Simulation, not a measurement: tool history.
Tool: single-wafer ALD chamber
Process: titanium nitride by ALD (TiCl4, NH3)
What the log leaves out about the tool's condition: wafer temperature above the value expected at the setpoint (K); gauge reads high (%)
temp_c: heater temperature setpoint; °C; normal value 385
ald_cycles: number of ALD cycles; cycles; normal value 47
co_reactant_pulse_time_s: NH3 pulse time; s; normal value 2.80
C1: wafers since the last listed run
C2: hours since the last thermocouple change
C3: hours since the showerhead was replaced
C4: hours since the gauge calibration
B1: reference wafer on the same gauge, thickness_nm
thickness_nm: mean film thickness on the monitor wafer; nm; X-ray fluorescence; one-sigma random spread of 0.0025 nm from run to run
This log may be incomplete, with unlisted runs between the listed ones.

Run 1, hour 0.0: usual settings but temp_c 374 °C; C1 0; C2 459.6; C3 4169.0; C4 377.1; B1 0.853. Result: thickness_nm 0.989 nm.
Run 2, hour 24.4: usual settings but temp_c 374 °C; C1 152; C2 484.0; C3 4193.4; C4 401.5; B1 0.853. Result: thickness_nm 0.989 nm.
Run 3, hour 66.7: usual settings; C1 264; C2 526.3; C3 4235.7; C4 443.8; B1 0.853. Result: thickness_nm 1.002 nm.
Run 4, hour 116.0: usual settings; C1 308; C2 575.6; C3 4285.0; C4 493.1; B1 0.854. Result: thickness_nm 0.999 nm.
Run 5, hour 146.6: usual settings; C1 191; C2 606.2; C3 4315.6; C4 523.7; B1 0.854. Result: thickness_nm 0.999 nm.
Run 6, hour 212.7: usual settings; C1 413; C2 672.3; C3 4381.7; C4 589.8; B1 0.854. Result: thickness_nm 0.999 nm.
Run 7, hour 246.6: usual settings; C1 212; C2 706.2; C3 4415.6; C4 623.7; B1 0.854. Result: thickness_nm 1.001 nm.
Run 8, hour 271.1: usual settings; C1 153; C2 730.7; C3 4440.1; C4 648.2; B1 0.854. Result: thickness_nm 1.000 nm.
Run 9, hour 309.7: usual settings; C1 241; C2 769.3; C3 4478.7; C4 686.8; B1 0.854. Result: thickness_nm 1.003 nm.
Run 10, hour 367.5: usual settings; C1 361; C2 827.1; C3 4536.5; C4 744.6; B1 0.855. Result: thickness_nm 1.002 nm.
At hour 395.4: showerhead replaced.
Run 11, hour 425.9: usual settings; C1 315; C2 885.5; C3 30.5; C4 803.0; B1 0.855. Result: thickness_nm 0.997 nm.
Run 12, hour 461.2: usual settings but co_reactant_pulse_time_s 3.06 s; C1 220; C2 920.8; C3 65.8; C4 838.3; B1 0.855. Result: thickness_nm 1.000 nm.
Run 13, hour 502.8: usual settings but co_reactant_pulse_time_s 3.06 s; C1 260; C2 962.4; C3 107.4; C4 879.9; B1 0.855. Result: thickness_nm 1.003 nm.
Run 14, hour 528.6: usual settings but co_reactant_pulse_time_s 3.06 s; C1 161; C2 988.2; C3 133.2; C4 905.7; B1 0.855. Result: thickness_nm 1.002 nm.
Run 15, hour 554.0: usual settings; C1 158; C2 1013.6; C3 158.6; C4 931.1; B1 0.856. Result: thickness_nm 0.996 nm.
Run 16, hour 591.7: usual settings; C1 235; C2 1051.3; C3 196.3; C4 968.8; B1 0.856. Result: thickness_nm 0.998 nm.
Run 17, hour 649.2: usual settings but temp_c 381 °C, ald_cycles 51 cycles; C1 359; C2 1108.8; C3 253.8; C4 1026.3; B1 0.856. Result: thickness_nm 1.085 nm.
Run 18, hour 680.8: usual settings but temp_c 372 °C; C1 197; C2 1140.4; C3 285.4; C4 1057.9; B1 0.856. Result: thickness_nm 0.987 nm.
Run 19, hour 726.3: usual settings but temp_c 400 °C, ald_cycles 55 cycles; C1 284; C2 1185.9; C3 330.9; C4 1103.4; B1 0.856. Result: thickness_nm 1.187 nm.
Run 20, hour 773.6: usual settings; C1 295; C2 1233.2; C3 378.2; C4 1150.7; B1 0.856. Result: thickness_nm 0.999 nm.
At hour 790.8: thermocouple changed; heater temperature recalibrated.
At hour 801.1: gauge calibrated.
Run 21, hour 804.9: usual settings; C1 145; C2 14.1; C3 409.5; C4 3.8; B1 0.847. Result: thickness_nm 0.991 nm.
Run 22, hour 834.4: usual settings but temp_c 394 °C, ald_cycles 41 cycles, co_reactant_pulse_time_s 1.77 s; C1 184; C2 43.6; C3 439.0; C4 33.3; B1 0.847. Result: thickness_nm 0.861 nm.
Run 23, hour 876.0: usual settings; C1 260; C2 85.2; C3 480.6; C4 74.9; B1 0.847. Result: thickness_nm 0.989 nm.
Run 24, hour 907.5: usual settings; C1 197; C2 116.7; C3 512.1; C4 106.4; B1 0.849. Result: thickness_nm 0.989 nm.
Run 25, hour 961.9: usual settings but temp_c 398 °C; C1 340; C2 171.1; C3 566.5; C4 160.8; B1 0.849. Result: thickness_nm 1.000 nm.
Run 26, hour 1029.2: usual settings but temp_c 381 °C, ald_cycles 54 cycles, co_reactant_pulse_time_s 3.09 s; C1 420; C2 238.4; C3 633.8; C4 228.1; B1 0.851. Result: thickness_nm 1.142 nm.
Run 27, hour 1057.3: usual settings but co_reactant_pulse_time_s 3.67 s; C1 175; C2 266.5; C3 661.9; C4 256.2; B1 0.851. Result: thickness_nm 1.001 nm.
Run 28, hour 1109.5: usual settings but co_reactant_pulse_time_s 3.63 s; C1 326; C2 318.7; C3 714.1; C4 308.4; B1 0.851. Result: thickness_nm 1.002 nm.
Run 29, hour 1152.3: usual settings but temp_c 394 °C, ald_cycles 43 cycles, co_reactant_pulse_time_s 3.46 s; C1 267; C2 361.5; C3 756.9; C4 351.2; B1 0.851. Result: thickness_nm 0.915 nm.
Run 30, hour 1195.1: usual settings but temp_c 372 °C, ald_cycles 55 cycles, co_reactant_pulse_time_s 3.66 s; C1 267; C2 404.3; C3 799.7; C4 394.0; B1 0.851. Result: thickness_nm 1.162 nm.

Consider 3 possible next runs. They are alternatives, not a sequence: every one starts from the tool as it was left by run 30. What does each give?
Run A, hour 1195.6: usual settings but temp_c 399 °C; C1 3; C2 404.8; C3 800.2; C4 394.5; B1 ?. Result: thickness_nm ?.
Run B, hour 1195.6: usual settings but temp_c 397 °C, ald_cycles 50 cycles, co_reactant_pulse_time_s 2.06 s; C1 3; C2 404.8; C3 800.2; C4 394.5; B1 ?. Result: thickness_nm ?.
Run C, hour 1195.6: usual settings but temp_c 378 °C, ald_cycles 52 cycles, co_reactant_pulse_time_s 2.19 s; C1 3; C2 404.8; C3 800.2; C4 394.5; B1 ?. Result: thickness_nm ?.

run     B1  thickness_nm
  A  0.852         1.002
  B  0.852         1.058
  C  0.852         1.084
What these runs would have given with no unlogged condition in the tool:
run  thickness_nm
  A         0.997
  B         1.052
  C         1.078

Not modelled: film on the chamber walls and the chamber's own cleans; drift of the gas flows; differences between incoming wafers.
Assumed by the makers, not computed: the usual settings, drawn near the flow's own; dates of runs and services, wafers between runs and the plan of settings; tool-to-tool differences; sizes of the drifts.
